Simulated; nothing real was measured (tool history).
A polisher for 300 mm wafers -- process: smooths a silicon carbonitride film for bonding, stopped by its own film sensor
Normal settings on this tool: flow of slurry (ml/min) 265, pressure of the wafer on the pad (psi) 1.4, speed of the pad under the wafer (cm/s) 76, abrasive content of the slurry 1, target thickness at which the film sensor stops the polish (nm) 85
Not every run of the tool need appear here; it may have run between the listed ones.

run,hour,flow of slurry (ml/min),pressure of the wafer on the pad (psi),speed of the pad under the wafer (cm/s),abrasive content of the slurry,target thickness at which the film sensor stops the polish (nm),wafers since the last listed run,wafers polished on this pad,hours since the slurry nozzle was cleaned,hours since the head pressure was calibrated,hours since the slurry blender was calibrated,"incoming thickness of the incoming film, nm",time until the film sensor stopped the polish (s)
1,0,265,1.4,64,1,85,0,692,348.7,427.5,175.6,101.1,102.6
2,6.2,265,1.4,76,1,83,57,749,354.9,433.7,181.8,99.1,94.4
# hour 10.8: slurry nozzle cleaned
3,15.8,265,1.4,76,1,83,79,829,5,443.3,191.4,99.1,96.5
# hour 21.4: head pressure recalibrated
4,30.5,265,1.4,76,1,85,117,946,19.7,9.1,206.1,99.5,89.8
# hour 40.5: worn pad replaced by a new one
# hour 40.7: slurry blender recalibrated
5,43.2,265,1.4,76,1,85,78,22,32.4,21.8,2.5,99.9,94.2
6,59.6,265,1.4,76,1,85,151,174,48.8,38.2,18.9,100.6,98.2
7,66.3,265,1.4,76,1,87,61,236,55.5,44.9,25.6,100,83.5
8,82.3,265,1.4,76,1,87,147,384,71.5,60.9,41.6,100.7,87.9
9,99.6,265,1.4,76,1,86,159,543,88.8,78.2,58.9,100,84.7
10,117.5,265,1.4,76,1,83,165,709,106.7,96.1,76.8,98.1,94.1
11,124.3,265,1.7,76,1,80,62,772,113.5,102.9,83.6,98.7,97.7
12,137.8,265,1.4,76,1,85,124,896,127,116.4,97.1,100.6,94.8
# hour 143.2: worn pad replaced by a new one
13,154.6,265,1.4,76,1,85,118,105,143.8,133.2,113.9,100.7,96.1
14,163.1,265,1.7,94,1.15,85,78,184,152.3,141.7,122.4,101.1,68.4
15,171.4,265,1.4,76,1,85,76,260,160.6,150,130.7,100.7,94.7
16,183.1,190,1.4,76,1,85,108,368,172.3,161.7,142.4,101.6,103.1
17,191.8,350,1.4,76,1,85,80,449,181,170.4,151.1,101.6,97
18,206.9,265,1.4,96,1.2,83,139,588,196.1,185.5,166.2,99.7,82.7
19,214.3,265,1,98,1.3,85,68,657,203.5,192.9,173.6,100.6,104.9
# hour 237.2: worn pad replaced by a new one
# hour 237.7: slurry blender recalibrated
20,239.3,190,1.4,76,1,85,189,15,228.5,217.9,1.6,99.2,89.4
21,247.6,265,1.8,76,0.7,85,76,91,236.8,226.2,9.9,102,86.8
22,260.6,290,1.4,76,1,81,120,211,249.8,239.2,22.9,99,108.2
23,279.6,220,1.4,76,1,89,175,387,268.8,258.2,41.9,99.4,63.9
24,288.7,265,1.4,76,1,85,84,471,277.9,267.3,51,100.7,97.3
25,298,265,1.4,76,0.8,80,85,557,287.2,276.6,60.3,100.3,127.6
26,308.4,265,1.4,68,1.25,87,96,653,297.6,287,70.7,99.6,74.3
27,314.7,195,1.4,98,1,85,58,711,303.9,293.3,77,100,82.3
28,322.8,220,1.4,76,1,85,74,786,312,301.4,85.1,99.5,86.9
29,330.6,265,1.4,76,1,80,72,858,319.8,309.2,92.9,98.2,106.4
30,340.2,265,1.4,76,1,85,88,947,329.4,318.8,102.5,100.4,91.5
# hour 344.4: worn pad replaced by a new one
31,346.4,265,1.4,64,1,85,20,18,335.6,325,108.7,99.1,88.3

The logged runs with the hidden state left out (each run's random variation unchanged):
Unlogged tool condition in this case: removal rate lost through wear of the pad, %; slurry flow missing at the pad, %; deviation of the head's pressure from its setpoint, %; abrasive missing from the slurry, %.
run,time until the film sensor stopped the polish (s)
1,114.4
2,105.3
3,107.7
4,90.2
5,95.4
6,100.5
7,85.7
8,91
9,88.5
10,98.9
11,103.1
12,100.4
13,102.5
14,73
15,101.4
16,110.8
17,104.5
18,89.4
19,113.6
20,97.3
21,94.6
22,118.3
23,70.1
24,106.8
25,140.2
26,81.8
27,90.6
28,95.8
29,117.4
30,101.1
31,97.6
